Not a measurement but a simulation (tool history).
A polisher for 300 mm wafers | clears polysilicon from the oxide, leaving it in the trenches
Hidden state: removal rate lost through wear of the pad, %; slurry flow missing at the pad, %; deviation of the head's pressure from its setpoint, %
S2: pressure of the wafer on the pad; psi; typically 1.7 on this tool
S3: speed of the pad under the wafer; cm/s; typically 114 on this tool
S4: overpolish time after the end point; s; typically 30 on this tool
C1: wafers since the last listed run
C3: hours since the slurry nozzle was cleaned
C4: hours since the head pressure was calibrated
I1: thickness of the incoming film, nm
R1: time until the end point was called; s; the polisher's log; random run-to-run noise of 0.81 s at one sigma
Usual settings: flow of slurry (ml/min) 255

run 1 hour=0.0 | flow_of_slurry_(ml/min)=255 S2=1.7 S3=114 S4=30 | C1=0 wafers_polished_on_this_pad=1485 C3=89.9 C4=616.6 | I1=548.2 | R1=46.3
run 2 hour=36.6 | flow_of_slurry_(ml/min)=255 S2=1.7 S3=114 S4=30 | C1=434 wafers_polished_on_this_pad=1920 C3=126.5 C4=653.2 | I1=540.9 | R1=46.5
run 3 hour=81.8 | flow_of_slurry_(ml/min)=255 S2=1.7 S3=114 S4=30 | C1=537 wafers_polished_on_this_pad=2457 C3=171.7 C4=698.4 | I1=549.3 | R1=48.2
-- hour=95.5 head pressure recalibrated
run 4 hour=138.3 | flow_of_slurry_(ml/min)=255 S2=1.7 S3=114 S4=30 | C1=647 wafers_polished_on_this_pad=3105 C3=228.2 C4=42.8 | I1=552.2 | R1=49.1
run 5 hour=162.8 | flow_of_slurry_(ml/min)=255 S2=1.7 S3=114 S4=30 | C1=291 wafers_polished_on_this_pad=3396 C3=252.7 C4=67.3 | I1=556.9 | R1=49.7
run 6 hour=186.8 | flow_of_slurry_(ml/min)=255 S2=1.7 S3=114 S4=30 | C1=285 wafers_polished_on_this_pad=3681 C3=276.7 C4=91.3 | I1=550.6 | R1=47.9
run 7 hour=239.0 | flow_of_slurry_(ml/min)=295 S2=1.7 S3=114 S4=30 | C1=620 wafers_polished_on_this_pad=4302 C3=328.9 C4=143.5 | I1=554.9 | R1=50.8
-- hour=284.8 slurry nozzle cleaned
run 8 hour=285.9 | flow_of_slurry_(ml/min)=295 S2=1.7 S3=114 S4=30 | C1=545 wafers_polished_on_this_pad=4847 C3=1.1 C4=190.4 | I1=550.2 | R1=51.0
-- hour=319.2 worn pad replaced by a new one
run 9 hour=351.4 | flow_of_slurry_(ml/min)=295 S2=1.7 S3=114 S4=30 | C1=730 wafers_polished_on_this_pad=383 C3=66.6 C4=255.9 | I1=560.4 | R1=45.9
run 10 hour=413.9 | flow_of_slurry_(ml/min)=280 S2=1.7 S3=114 S4=30 | C1=742 wafers_polished_on_this_pad=1126 C3=129.1 C4=318.4 | I1=546.9 | R1=44.1
run 11 hour=459.0 | flow_of_slurry_(ml/min)=255 S2=1.7 S3=114 S4=30 | C1=536 wafers_polished_on_this_pad=1662 C3=174.2 C4=363.5 | I1=558.5 | R1=47.1
run 12 hour=529.1 | flow_of_slurry_(ml/min)=255 S2=1.7 S3=114 S4=30 | C1=833 wafers_polished_on_this_pad=2495 C3=244.3 C4=433.6 | I1=538.0 | R1=45.6
run 13 hour=566.7 | flow_of_slurry_(ml/min)=255 S2=2.1 S3=114 S4=30 | C1=446 wafers_polished_on_this_pad=2942 C3=281.9 C4=471.2 | I1=551.8 | R1=38.8
run 14 hour=635.1 | flow_of_slurry_(ml/min)=255 S2=1.7 S3=114 S4=30 | C1=812 wafers_polished_on_this_pad=3754 C3=350.3 C4=539.6 | I1=549.4 | R1=48.5
-- hour=675.3 worn pad replaced by a new one
run 15 hour=675.8 | flow_of_slurry_(ml/min)=255 S2=1.7 S3=114 S4=40 | C1=436 wafers_polished_on_this_pad=6 C3=391.0 C4=580.3 | I1=540.3 | R1=46.9
-- hour=720.4 slurry nozzle cleaned
run 16 hour=732.9 | flow_of_slurry_(ml/min)=255 S2=1.7 S3=114 S4=23 | C1=666 wafers_polished_on_this_pad=673 C3=12.5 C4=637.4 | I1=538.2 | R1=45.6
run 17 hour=779.2 | flow_of_slurry_(ml/min)=335 S2=2.3 S3=114 S4=21 | C1=550 wafers_polished_on_this_pad=1223 C3=58.8 C4=683.7 | I1=553.9 | R1=33.3
-- hour=799.7 head pressure recalibrated
run 18 hour=842.2 | flow_of_slurry_(ml/min)=255 S2=1.7 S3=124 S4=30 | C1=724 wafers_polished_on_this_pad=1948 C3=121.8 C4=42.5 | I1=554.1 | R1=44.4
run 19 hour=904.1 | flow_of_slurry_(ml/min)=180 S2=1.7 S3=114 S4=30 | C1=735 wafers_polished_on_this_pad=2683 C3=183.7 C4=104.4 | I1=548.9 | R1=50.7
run 20 hour=973.7 | flow_of_slurry_(ml/min)=255 S2=1.7 S3=114 S4=30 | C1=827 wafers_polished_on_this_pad=3511 C3=253.3 C4=174.0 | I1=548.3 | R1=48.4
run 21 hour=1020.3 | flow_of_slurry_(ml/min)=255 S2=1.7 S3=114 S4=30 | C1=553 wafers_polished_on_this_pad=4064 C3=299.9 C4=220.6 | I1=558.4 | R1=48.8
run 22 hour=1052.1 | flow_of_slurry_(ml/min)=255 S2=1.7 S3=90 S4=24 | C1=377 wafers_polished_on_this_pad=4442 C3=331.7 C4=252.4 | I1=543.4 | R1=57.0
-- hour=1069.4 worn pad replaced by a new one, of another model than before
run 23 hour=1118.2 | flow_of_slurry_(ml/min)=335 S2=1.7 S3=142 S4=30 | C1=738 wafers_polished_on_this_pad=579 C3=397.8 C4=318.5 | I1=553.5 | R1=36.0
-- hour=1141.8 slurry nozzle cleaned
run 24 hour=1148.4 | flow_of_slurry_(ml/min)=255 S2=1.7 S3=114 S4=30 | C1=347 wafers_polished_on_this_pad=926 C3=6.6 C4=348.7 | I1=540.3 | R1=43.7
run 25 hour=1210.0 | flow_of_slurry_(ml/min)=300 S2=1.7 S3=114 S4=24 | C1=732 wafers_polished_on_this_pad=1658 C3=68.2 C4=410.3 | I1=549.3 | R1=43.6

What will run 26 give?
run 26 hour=1248.0 | flow_of_slurry_(ml/min)=255 S2=1.7 S3=114 S4=46 | C1=451 wafers_polished_on_this_pad=2110 C3=106.2 C4=448.3 | I1=543.5 | R1=?

Run 26 produced R1 45.7 s.
The same run, on a tool lacking any hidden state, would have yielded R1 44.4 s.

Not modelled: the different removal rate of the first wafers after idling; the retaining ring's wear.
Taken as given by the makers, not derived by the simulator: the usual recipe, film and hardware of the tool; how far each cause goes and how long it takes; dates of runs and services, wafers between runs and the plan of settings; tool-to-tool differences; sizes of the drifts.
